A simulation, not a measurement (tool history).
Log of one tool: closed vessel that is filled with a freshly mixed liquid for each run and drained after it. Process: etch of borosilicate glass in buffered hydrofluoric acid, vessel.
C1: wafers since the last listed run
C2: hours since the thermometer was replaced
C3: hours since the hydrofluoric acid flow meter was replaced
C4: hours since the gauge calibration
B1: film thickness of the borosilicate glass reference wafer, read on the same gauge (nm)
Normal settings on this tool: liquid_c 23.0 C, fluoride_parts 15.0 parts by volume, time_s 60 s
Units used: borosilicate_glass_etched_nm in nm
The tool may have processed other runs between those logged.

Run 1, hour 0.0: usual settings; C1 0; C2 623.6; C3 1756.4; C4 373.4; B1 140.00. Result: borosilicate_glass_etched_nm 42.05 nm.
Run 2, hour 14.6: usual settings; C1 1714; C2 638.2; C3 1771.0; C4 388.0; B1 140.02. Result: borosilicate_glass_etched_nm 42.03 nm.
Run 3, hour 49.0: usual settings; C1 4039; C2 672.6; C3 1805.4; C4 422.4; B1 140.01. Result: borosilicate_glass_etched_nm 42.90 nm.
Run 4, hour 82.0: usual settings but fluoride_parts 12.0 parts by volume; C1 3874; C2 705.6; C3 1838.4; C4 455.4; B1 140.03. Result: borosilicate_glass_etched_nm 52.12 nm.
Run 5, hour 96.7: usual settings but fluoride_parts 10.0 parts by volume; C1 1726; C2 720.3; C3 1853.1; C4 470.1; B1 139.98. Result: borosilicate_glass_etched_nm 62.65 nm.
At hour 96.9: gauge calibrated.
Run 6, hour 120.2: usual settings but fluoride_parts 10.0 parts by volume; C1 2759; C2 743.8; C3 1876.6; C4 23.3; B1 139.99. Result: borosilicate_glass_etched_nm 63.37 nm.
Run 7, hour 149.3: usual settings but fluoride_parts 10.0 parts by volume; C1 3416; C2 772.9; C3 1905.7; C4 52.4; B1 140.01. Result: borosilicate_glass_etched_nm 62.51 nm.
Run 8, hour 183.7: usual settings but time_s 40 s; C1 4039; C2 807.3; C3 1940.1; C4 86.8; B1 139.99. Result: borosilicate_glass_etched_nm 27.92 nm.
Run 9, hour 207.8: usual settings but time_s 40 s; C1 2829; C2 831.4; C3 1964.2; C4 110.9; B1 139.99. Result: borosilicate_glass_etched_nm 27.52 nm.
Run 10, hour 240.9: usual settings but time_s 40 s; C1 3886; C2 864.5; C3 1997.3; C4 144.0; B1 139.98. Result: borosilicate_glass_etched_nm 27.50 nm.
Run 11, hour 260.2: usual settings; C1 2266; C2 883.8; C3 2016.6; C4 163.3; B1 139.98. Result: borosilicate_glass_etched_nm 41.41 nm.
Run 12, hour 295.5: usual settings; C1 4144; C2 919.1; C3 2051.9; C4 198.6; B1 140.01. Result: borosilicate_glass_etched_nm 41.11 nm.
Run 13, hour 344.6: usual settings; C1 5765; C2 968.2; C3 2101.0; C4 247.7; B1 139.99. Result: borosilicate_glass_etched_nm 41.52 nm.
At hour 362.3: hydrofluoric acid flow meter replaced.
Run 14, hour 376.6: usual settings; C1 3640; C2 1000.2; C3 14.3; C4 279.7; B1 140.01. Result: borosilicate_glass_etched_nm 47.94 nm.
Run 15, hour 411.3: usual settings but fluoride_parts 11.0 parts by volume; C1 4074; C2 1034.9; C3 49.0; C4 314.4; B1 140.04. Result: borosilicate_glass_etched_nm 64.05 nm.
Run 16, hour 445.6: usual settings but liquid_c 20.0 C, fluoride_parts 17.5 parts by volume; C1 4027; C2 1069.2; C3 83.3; C4 348.7; B1 140.00. Result: borosilicate_glass_etched_nm 34.42 nm.
Run 17, hour 457.6: usual settings; C1 1409; C2 1081.2; C3 95.3; C4 360.7; B1 139.98. Result: borosilicate_glass_etched_nm 47.16 nm.
At hour 483.2: thermometer replaced.
Run 18, hour 485.4: usual settings but liquid_c 25.0 C, fluoride_parts 20.0 parts by volume, time_s 40 s; C1 3146; C2 2.2; C3 123.1; C4 388.5; B1 140.01. Result: borosilicate_glass_etched_nm 26.31 nm.
Run 19, hour 513.0: usual settings; C1 3240; C2 29.8; C3 150.7; C4 416.1; B1 139.97. Result: borosilicate_glass_etched_nm 47.75 nm.
Run 20, hour 532.2: usual settings but liquid_c 25.0 C, time_s 30 s; C1 2254; C2 49.0; C3 169.9; C4 435.3; B1 139.99. Result: borosilicate_glass_etched_nm 26.21 nm.
At hour 556.2: gauge calibrated.
Run 21, hour 567.2: usual settings but liquid_c 25.5 C, fluoride_parts 19.5 parts by volume, time_s 40 s; C1 4109; C2 84.0; C3 204.9; C4 11.0; B1 140.00. Result: borosilicate_glass_etched_nm 27.69 nm.
Run 22, hour 658.8: usual settings; C1 10755; C2 175.6; C3 296.5; C4 102.6; B1 140.01. Result: borosilicate_glass_etched_nm 46.57 nm.
Run 23, hour 682.2: usual settings but time_s 30 s; C1 2747; C2 199.0; C3 319.9; C4 126.0; B1 140.01. Result: borosilicate_glass_etched_nm 23.61 nm.
Run 24, hour 698.2: usual settings; C1 1878; C2 215.0; C3 335.9; C4 142.0; B1 140.02. Result: borosilicate_glass_etched_nm 46.49 nm.
Run 25, hour 712.4: usual settings but liquid_c 21.5 C; C1 1667; C2 229.2; C3 350.1; C4 156.2; B1 140.01. Result: borosilicate_glass_etched_nm 43.53 nm.
Run 26, hour 725.2: usual settings; C1 1502; C2 242.0; C3 362.9; C4 169.0; B1 140.00. Result: borosilicate_glass_etched_nm 46.81 nm.
Run 27, hour 759.7: usual settings but fluoride_parts 10.0 parts by volume; C1 4050; C2 276.5; C3 397.4; C4 203.5; B1 139.99. Result: borosilicate_glass_etched_nm 68.96 nm.
Run 28, hour 787.6: usual settings but time_s 95 s; C1 3276; C2 304.4; C3 425.3; C4 231.4; B1 140.00. Result: borosilicate_glass_etched_nm 73.79 nm.

Below, each run's measurement less what the same run would have read without the hidden state. Both values contain the same run-to-run variation, but the gauge's scatter may not be the same in both:
Hidden conditions of the tool in this case: liquid hotter than its thermometer reads (K); hydrofluoric acid flow below the setpoint (%); gauge reads high (%).
run  borosilicate_glass_etched_nm
  1                         -5.70
  2                         -5.74
  3                         -5.98
  4                         -7.39
  5                         -8.94
  6                         -9.16
  7                         -9.19
  8                         -4.21
  9                         -4.20
 10                         -4.28
 11                         -6.51
 12                         -6.58
 13                         -6.82
 14                         -0.20
 15                         -0.41
 16                         -0.30
 17                         -0.44
 18                         -0.20
 19                         -0.62
 20                         -0.37
 21                         -0.46
 22                         -1.05
 23                         -0.57
 24                         -1.17
 25                         -1.13
 26                         -1.27
 27                         -2.00
 28                         -2.29
